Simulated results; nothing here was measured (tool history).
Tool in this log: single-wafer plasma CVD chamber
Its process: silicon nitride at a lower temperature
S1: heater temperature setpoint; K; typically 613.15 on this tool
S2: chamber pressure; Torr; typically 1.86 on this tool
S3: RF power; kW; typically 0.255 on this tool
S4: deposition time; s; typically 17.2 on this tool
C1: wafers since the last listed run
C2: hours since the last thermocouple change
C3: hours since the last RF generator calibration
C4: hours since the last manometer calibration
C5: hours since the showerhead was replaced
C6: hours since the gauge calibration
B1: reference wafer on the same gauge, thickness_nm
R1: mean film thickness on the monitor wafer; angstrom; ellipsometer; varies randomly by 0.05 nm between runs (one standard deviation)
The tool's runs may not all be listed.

{"run": 1, "hour": 0.0, "S1": 613.15, "S2": 1.86, "S3": 0.255, "S4": 15.2, "C1": 0, "C2": 1064.4, "C3": 811.1, "C4": 108.6, "C5": 2051.4, "C6": 374.1, "B1": 22.034, "R1": 160.63}
{"run": 2, "hour": 55.2, "S1": 613.15, "S2": 1.86, "S3": 0.255, "S4": 15.2, "C1": 769, "C2": 1119.6, "C3": 866.3, "C4": 163.8, "C5": 2106.6, "C6": 429.3, "B1": 21.995, "R1": 160.01}
{"run": 3, "hour": 141.3, "S1": 613.15, "S2": 1.86, "S3": 0.255, "S4": 15.2, "C1": 1200, "C2": 1205.7, "C3": 952.4, "C4": 249.9, "C5": 2192.7, "C6": 515.4, "B1": 21.988, "R1": 159.05}
{"run": 4, "hour": 236.2, "S1": 613.15, "S2": 1.86, "S3": 0.255, "S4": 17.2, "C1": 1322, "C2": 1300.6, "C3": 1047.3, "C4": 344.8, "C5": 2287.6, "C6": 610.3, "B1": 22.019, "R1": 180.54}
{"run": 5, "hour": 276.5, "S1": 613.15, "S2": 1.86, "S3": 0.255, "S4": 17.2, "C1": 561, "C2": 1340.9, "C3": 1087.6, "C4": 385.1, "C5": 2327.9, "C6": 650.6, "B1": 21.994, "R1": 179.32}
{"run": 6, "hour": 347.8, "S1": 613.15, "S2": 1.86, "S3": 0.255, "S4": 17.2, "C1": 993, "C2": 1412.2, "C3": 1158.9, "C4": 456.4, "C5": 2399.2, "C6": 721.9, "B1": 22.006, "R1": 179.87}
{"hour": 440.1, "done": "RF generator calibrated"}
{"run": 7, "hour": 440.6, "S1": 613.15, "S2": 1.86, "S3": 0.255, "S4": 17.2, "C1": 1182, "C2": 1505, "C3": 0.5, "C4": 549.2, "C5": 2492, "C6": 814.7, "B1": 21.962, "R1": 183.65}
{"run": 8, "hour": 528.0, "S1": 613.15, "S2": 1.86, "S3": 0.255, "S4": 17.2, "C1": 1218, "C2": 1592.4, "C3": 87.9, "C4": 636.6, "C5": 2579.4, "C6": 902.1, "B1": 22.017, "R1": 185.22}
{"run": 9, "hour": 630.7, "S1": 613.15, "S2": 1.86, "S3": 0.255, "S4": 17.2, "C1": 1431, "C2": 1695.1, "C3": 190.6, "C4": 739.3, "C5": 2682.1, "C6": 1004.8, "B1": 21.973, "R1": 183.44}
{"run": 10, "hour": 687.3, "S1": 613.15, "S2": 1.86, "S3": 0.255, "S4": 17.2, "C1": 789, "C2": 1751.7, "C3": 247.2, "C4": 795.9, "C5": 2738.7, "C6": 1061.4, "B1": 22.015, "R1": 183.15}
{"run": 11, "hour": 757.9, "S1": 613.15, "S2": 1.86, "S3": 0.255, "S4": 17.2, "C1": 984, "C2": 1822.3, "C3": 317.8, "C4": 866.5, "C5": 2809.3, "C6": 1132, "B1": 22.026, "R1": 182.77}
{"hour": 773.7, "done": "capacitance manometer re-zeroed and calibrated"}
{"hour": 805.9, "done": "showerhead replaced"}
{"run": 12, "hour": 823.3, "S1": 605.15, "S2": 1.6, "S3": 0.285, "S4": 19.3, "C1": 688, "C2": 1887.7, "C3": 383.2, "C4": 49.6, "C5": 17.4, "C6": 1197.4, "B1": 22.029, "R1": 211.58}
{"run": 13, "hour": 862.0, "S1": 613.15, "S2": 1.86, "S3": 0.22, "S4": 17.2, "C1": 539, "C2": 1926.4, "C3": 421.9, "C4": 88.3, "C5": 56.1, "C6": 1236.1, "B1": 22.011, "R1": 158.46}
{"run": 14, "hour": 938.7, "S1": 613.15, "S2": 1.86, "S3": 0.255, "S4": 17.2, "C1": 1069, "C2": 2003.1, "C3": 498.6, "C4": 165, "C5": 132.8, "C6": 1312.8, "B1": 22.041, "R1": 181.9}
{"run": 15, "hour": 978.9, "S1": 613.15, "S2": 1.86, "S3": 0.255, "S4": 17.2, "C1": 560, "C2": 2043.3, "C3": 538.8, "C4": 205.2, "C5": 173, "C6": 1353, "B1": 21.985, "R1": 182.21}
{"run": 16, "hour": 1074.5, "S1": 598.15, "S2": 1.86, "S3": 0.305, "S4": 17.2, "C1": 1332, "C2": 2138.9, "C3": 634.4, "C4": 300.8, "C5": 268.6, "C6": 1448.6, "B1": 21.986, "R1": 214.62}
{"run": 17, "hour": 1151.7, "S1": 621.15, "S2": 1.86, "S3": 0.21, "S4": 18.2, "C1": 1076, "C2": 2216.1, "C3": 711.6, "C4": 378, "C5": 345.8, "C6": 1525.8, "B1": 21.985, "R1": 156.87}
{"run": 18, "hour": 1192.7, "S1": 613.15, "S2": 2.2, "S3": 0.24, "S4": 17.2, "C1": 571, "C2": 2257.1, "C3": 752.6, "C4": 419, "C5": 386.8, "C6": 1566.8, "B1": 21.97, "R1": 184.27}
{"run": 19, "hour": 1266.1, "S1": 599.15, "S2": 1.62, "S3": 0.3, "S4": 18.2, "C1": 1023, "C2": 2330.5, "C3": 826, "C4": 492.4, "C5": 460.2, "C6": 1640.2, "B1": 22.013, "R1": 207.95}
{"hour": 1366.3, "done": "thermocouple changed; heater temperature recalibrated"}
{"run": 20, "hour": 1367.7, "S1": 613.15, "S2": 1.86, "S3": 0.255, "S4": 17.2, "C1": 1304, "C2": 1.4, "C3": 927.6, "C4": 594, "C5": 561.8, "C6": 1741.8, "B1": 22.01, "R1": 180.3}
{"hour": 1415.9, "done": "gauge calibrated"}
{"run": 21, "hour": 1447.2, "S1": 604.15, "S2": 1.86, "S3": 0.205, "S4": 17.2, "C1": 1108, "C2": 80.9, "C3": 1007.1, "C4": 673.5, "C5": 641.3, "C6": 31.3, "B1": 21.997, "R1": 144.66}
{"run": 22, "hour": 1544.5, "S1": 613.15, "S2": 1.86, "S3": 0.255, "S4": 17.2, "C1": 1356, "C2": 178.2, "C3": 1104.4, "C4": 770.8, "C5": 738.6, "C6": 128.6, "B1": 22.012, "R1": 181}
{"run": 23, "hour": 1592.7, "S1": 625.15, "S2": 2.32, "S3": 0.255, "S4": 17.2, "C1": 671, "C2": 226.4, "C3": 1152.6, "C4": 819, "C5": 786.8, "C6": 176.8, "B1": 21.991, "R1": 195.21}
{"hour": 1671.7, "done": "capacitance manometer re-zeroed and calibrated"}
{"run": 24, "hour": 1672.2, "S1": 613.15, "S2": 1.86, "S3": 0.255, "S4": 18.3, "C1": 996, "C2": 305.9, "C3": 1232.1, "C4": 0.5, "C5": 866.3, "C6": 256.3, "B1": 21.996, "R1": 191.35}
{"run": 25, "hour": 1737.7, "S1": 613.15, "S2": 1.86, "S3": 0.255, "S4": 17.2, "C1": 913, "C2": 371.4, "C3": 1297.6, "C4": 66, "C5": 931.8, "C6": 321.8, "B1": 22.004, "R1": 179.51}
{"hour": 1774.4, "done": "RF generator calibrated"}
{"run": 26, "hour": 1814.7, "S1": 613.15, "S2": 1.86, "S3": 0.255, "S4": 17.2, "C1": 961, "C2": 448.4, "C3": 40.3, "C4": 143, "C5": 1008.8, "C6": 398.8, "B1": 21.997, "R1": 184.54}
{"run": 27, "hour": 1862.4, "S1": 609.15, "S2": 1.86, "S3": 0.255, "S4": 16.3, "C1": 664, "C2": 496.1, "C3": 88, "C4": 190.7, "C5": 1056.5, "C6": 446.5, "B1": 21.985, "R1": 175.04}

5 options for the next run, each taken on its own from the tool as it stands now. Forecast them:
{"run": "A", "hour": 1862.8, "S1": 613.15, "S2": 1.86, "S3": 0.255, "S4": 14.7, "C1": 5, "C2": 496.5, "C3": 88.4, "C4": 191.1, "C5": 1056.9, "C6": 446.9, "B1": "?", "R1": "?"}
{"run": "B", "hour": 1862.8, "S1": 606.15, "S2": 1.86, "S3": 0.29, "S4": 17.2, "C1": 5, "C2": 496.5, "C3": 88.4, "C4": 191.1, "C5": 1056.9, "C6": 446.9, "B1": "?", "R1": "?"}
{"run": "C", "hour": 1862.8, "S1": 613.15, "S2": 2.04, "S3": 0.23, "S4": 17.2, "C1": 5, "C2": 496.5, "C3": 88.4, "C4": 191.1, "C5": 1056.9, "C6": 446.9, "B1": "?", "R1": "?"}
{"run": "D", "hour": 1862.8, "S1": 627.15, "S2": 1.86, "S3": 0.23, "S4": 13.9, "C1": 5, "C2": 496.5, "C3": 88.4, "C4": 191.1, "C5": 1056.9, "C6": 446.9, "B1": "?", "R1": "?"}
{"run": "E", "hour": 1862.8, "S1": 613.15, "S2": 1.86, "S3": 0.215, "S4": 17.2, "C1": 5, "C2": 496.5, "C3": 88.4, "C4": 191.1, "C5": 1056.9, "C6": 446.9, "B1": "?", "R1": "?"}

run=A B1=22.013 R1=157.2
run=B B1=22.013 R1=207.03
run=C B1=22.013 R1=173.11
run=D B1=22.013 R1=133.75
run=E B1=22.013 R1=155.19
Without the tool's unlogged condition, the same runs would have read:
run=A R1=157.9
run=B R1=207.9
run=C R1=173.91
run=D R1=134.37
run=E R1=155.91

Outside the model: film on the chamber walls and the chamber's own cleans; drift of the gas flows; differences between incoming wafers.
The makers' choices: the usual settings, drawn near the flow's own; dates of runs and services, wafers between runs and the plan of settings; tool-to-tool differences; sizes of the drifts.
